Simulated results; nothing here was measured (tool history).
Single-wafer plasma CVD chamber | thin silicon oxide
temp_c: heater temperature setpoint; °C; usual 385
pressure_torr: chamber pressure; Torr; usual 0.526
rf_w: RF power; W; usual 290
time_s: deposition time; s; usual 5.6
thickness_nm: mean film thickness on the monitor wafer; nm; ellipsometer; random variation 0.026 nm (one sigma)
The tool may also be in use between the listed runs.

run	hour	temp_c	pressure_torr	rf_w	time_s	wafers since the last listed run	hours since the last thermocouple change	hours since the last RF generator calibration	hours since the last manometer calibration	hours since the showerhead was replaced	hours since the gauge calibration	read-back reference wafer on the same gauge, thickness_nm	thickness_nm
1	0	385	0.526	290	5.6	0	870	1000.7	358.3	7141.6	437.1	7.524	6.183
2	59.4	385	0.526	290	5.6	1385	929.4	1060.1	417.7	7201	496.5	7.537	6.211
3	109.4	385	0.526	290	5.6	1166	979.4	1110.1	467.7	7251	546.5	7.526	6.203
4	309.3	385	0.526	290	5.6	4663	1179.3	1310	667.6	7450.9	746.4	7.538	6.171
5	367.2	385	0.526	290	5.6	1350	1237.2	1367.9	725.5	7508.8	804.3	7.529	6.181
# hour 377.4: thermocouple changed; heater temperature recalibrated
6	397.7	385	0.526	290	5.6	524	20.3	1398.4	756	7539.3	834.8	7.534	6.253
7	427.5	385	0.526	290	5.6	695	50.1	1428.2	785.8	7569.1	864.6	7.537	6.271
# hour 435.8: showerhead replaced
8	465	385	0.526	290	5.34	688	87.6	1465.7	823.3	29.2	902.1	7.538	5.955
9	535.3	385	0.526	290	5.34	1639	157.9	1536	893.6	99.5	972.4	7.531	5.927
10	590.2	385	0.526	330	5.6	1280	212.8	1590.9	948.5	154.4	1027.3	7.536	6.477
# hour 602.2: RF generator calibrated
11	627.1	385	0.526	290	5.28	674	249.7	24.9	985.4	191.3	1064.2	7.53	6.033
# hour 686.7: capacitance manometer re-zeroed and calibrated
12	691.8	399	0.526	290	5.6	1322	314.4	89.6	5.1	256	1128.9	7.539	6.201
# hour 709.4: gauge calibrated
13	742	385	0.526	290	5.6	1171	364.6	139.8	55.3	306.2	32.6	7.528	6.29
14	781.7	385	0.614	290	5.6	926	404.3	179.5	95	345.9	72.3	7.516	7.247
15	839.6	385	0.526	290	5.6	1350	462.2	237.4	152.9	403.8	130.2	7.538	6.274
16	905.1	371	0.647	235	5.14	1527	527.7	302.9	218.4	469.3	195.7	7.544	6.682
17	1010.7	372	0.526	290	5.6	2463	633.3	408.5	324	574.9	301.3	7.525	6.315
18	1077.2	385	0.526	290	5.6	1551	699.8	475	390.5	641.4	367.8	7.529	6.231
19	1113	374	0.526	290	4.6	835	735.6	510.8	426.3	677.2	403.6	7.526	5.157
20	1138.4	385	0.526	310	5.9	592	761	536.2	451.7	702.6	429	7.523	6.657
21	1168.5	395	0.615	310	5.27	702	791.1	566.3	481.8	732.7	459.1	7.53	6.828
22	1208.2	385	0.607	345	6.21	926	830.8	606	521.5	772.4	498.8	7.539	8.249
23	1253.2	385	0.526	290	5.6	1049	875.8	651	566.5	817.4	543.8	7.54	6.232
24	1322.9	385	0.526	290	5.6	1625	945.5	720.7	636.2	887.1	613.5	7.529	6.242
25	1359.6	377	0.56	260	4.7	856	982.2	757.4	672.9	923.8	650.2	7.523	5.41
26	1406.1	385	0.526	290	5.6	1084	1028.7	803.9	719.4	970.3	696.7	7.527	6.239
27	1536.3	394	0.526	260	6.21	3037	1158.9	934.1	849.6	1100.5	826.9	7.515	6.67
# hour 1606: capacitance manometer re-zeroed and calibrated
28	1607.3	385	0.487	290	5.6	1469	1229.9	1005.1	1.3	1171.5	897.9	7.513	5.747
29	1653.5	385	0.526	290	5.6	1077	1276.1	1051.3	47.5	1217.7	944.1	7.528	6.206

Measured less the same run without the tool's hidden state. The same run-to-run variation is in both; the gauge's scatter may not be:
The hidden state here: wafer temperature above the value expected at the setpoint (K); delivered RF power above the setpoint (%); true pressure above the setpoint (%); gauge reads high (%).
run	thickness_nm
1	-0.13
2	-0.128
3	-0.125
4	-0.107
5	-0.101
6	-0.098
7	-0.094
8	-0.085
9	-0.074
10	-0.065
11	+0.061
12	-0.048
13	-0.059
14	-0.076
15	-0.076
16	-0.093
17	-0.093
18	-0.095
19	-0.079
20	-0.102
21	-0.105
22	-0.118
23	-0.094
24	-0.091
25	-0.082
26	-0.085
27	-0.083
28	-0.126
29	-0.138
